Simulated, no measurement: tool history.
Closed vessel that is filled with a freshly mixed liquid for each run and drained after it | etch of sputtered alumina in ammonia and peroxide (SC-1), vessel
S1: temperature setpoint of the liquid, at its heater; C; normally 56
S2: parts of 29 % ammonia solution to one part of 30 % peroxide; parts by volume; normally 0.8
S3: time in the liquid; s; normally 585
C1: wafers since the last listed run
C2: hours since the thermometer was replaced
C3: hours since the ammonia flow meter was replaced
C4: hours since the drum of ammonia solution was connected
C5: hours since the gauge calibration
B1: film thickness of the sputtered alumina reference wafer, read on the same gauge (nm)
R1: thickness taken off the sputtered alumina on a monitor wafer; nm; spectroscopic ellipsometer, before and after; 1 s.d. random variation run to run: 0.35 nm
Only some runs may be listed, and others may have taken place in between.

run    hour    S1    S2   S3    C1      C2      C3     C4      C5      B1     R1
  1       0    56   0.8  585     0    1541    65.1  138.1  2373.4  140.02  41.28
  2      42    56   0.8  585  3145    1583   107.1  180.1  2415.4  139.96  41.17
  3    89.5    56   0.8  585  3557  1630.5   154.6  227.6  2462.9  139.99  40.81
      109.9  -- gauge calibrated
  4   121.5  60.5   0.8  585  2396  1662.5   186.6  259.6    11.6     140  52.74
  5     152    56   1.1  585  2284    1693   217.1  290.1    42.1  140.02  41.61
  6   185.3    56   1.1  585  2494  1726.3   250.4  323.4    75.4  140.02  41.94
  7   241.4    56   0.8  720  4201  1782.4   306.5  379.5   131.5     140   50.1
  8   282.4    56   0.8  585  3070  1823.4   347.5  420.5   172.5  140.01  39.98
  9     340  63.5  0.95  455  4314    1881   405.1  478.1   230.1  140.01  47.55
 10     400    56  0.45  930  4493    1941   465.1  538.1   290.1  139.99  61.07
 11   442.1  65.5   0.8  585  3153  1983.1   507.2  580.2   332.2  139.99  66.37
      447.9  -- thermometer replaced
      464.9  -- new drum of ammonia solution connected
 12   481.6    56   0.8  585  2808    33.7   546.7   16.7   371.7  140.04  43.34
 13     521  49.5   0.6  350  2951    73.1   586.1   56.1   411.1  139.99  17.85
 14     559    56   0.8  585  2846   111.1   624.1   94.1   449.1  139.99  42.75
 15   622.5    56   0.8  865  4756   174.6   687.6  157.6   512.6  139.97  64.48
 16   654.8    61   0.8  400  2419   206.9   719.9  189.9   544.9  139.99  38.59
 17   696.2    56   0.8  585  3100   248.3   761.3  231.3   586.3  139.98  42.87
 18   763.7  49.5   0.6  350  5055   315.8   828.8  298.8   653.8  140.02  17.67
 19   803.6  49.5     1  330  2988   355.7   868.7  338.7   693.7  140.03  17.46
 20   845.9  48.5   0.8  315  3168     398     911    381     736     140  15.32
 21   894.7    56   0.7  765  3655   446.8   959.8  429.8   784.8  140.01  55.92
 22     962  53.5   0.8  585  5040   514.1  1027.1  497.1   852.1  140.01   37.5
 23  1002.5  48.5  1.05  585  3033   554.6  1067.6  537.6   892.6  140.01  29.19
 24  1049.3    56   0.8  585  3505   601.4  1114.4  584.4   939.4     140  42.56
     1117.6  -- new drum of ammonia solution connected
 25  1136.1    56   0.7  765  6426   688.2  1201.2   18.5  1026.2  140.02   54.8
 26  1168.2    56   0.8  435  2404   720.3  1233.3   50.6  1058.3  140.02  31.45
 27  1207.2    56   0.8  585  2921   759.3  1272.3   89.6  1097.3  140.03  42.44
 28    1261  60.5  0.65  585  4029   813.1  1326.1  143.4  1151.1     140  51.68
 29  1326.7    56   0.8  585  4920   878.8  1391.8  209.1  1216.8     140   41.5

Forecast each of these 3 alternatives for the next run:
  A  1327.5    50  0.8  585  59  879.6  1392.6  209.9  1217.6   ?   ?
  B  1327.5    56  0.8  830  59  879.6  1392.6  209.9  1217.6   ?   ?
  C  1327.5  46.5  0.8  365  59  879.6  1392.6  209.9  1217.6   ?   ?

run      B1     R1
  A  140.02  30.26
  B  140.02  59.41
  C  140.02  15.52
Without the tool's hidden state the same runs would have given:
run     R1
  A  31.52
  B  61.78
  C  16.19
